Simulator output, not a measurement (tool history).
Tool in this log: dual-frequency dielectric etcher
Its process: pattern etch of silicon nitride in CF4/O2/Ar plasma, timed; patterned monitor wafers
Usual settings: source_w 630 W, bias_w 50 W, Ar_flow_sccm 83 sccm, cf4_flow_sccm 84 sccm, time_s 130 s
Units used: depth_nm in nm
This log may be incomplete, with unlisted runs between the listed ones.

run,hour,source_w,bias_w,Ar_flow_sccm,cf4_flow_sccm,time_s,"read-back reference wafer on the same gauge, depth_nm",depth_nm
1,0,630,50,79,84,130,299.9,309.9
2,8.8,630,50,79,84,130,299.9,311.8
3,25.6,630,50,83,84,130,300,309.8
4,36.5,630,50,83,84,130,300.1,311.1
5,54,630,50,83,84,130,299.8,311.3
# hour 61.9: source power generator calibrated
6,63.6,630,50,83,84,130,300,311.6
# hour 65.2: gauge calibrated
# hour 94.8: wet clean of the chamber
7,95.3,630,50,83,84,130,299.8,319.9

Estimate the outcome of run 8 from the log above:
8,95.6,630,50,103,84,130,?,?

Run 8 came out at read-back reference wafer on the same gauge, depth_nm 300.1, depth_nm 312.3 nm.
Take away the tool's hidden state, keep the run-to-run variation as it was, and the same run would have given depth_nm 293 nm.
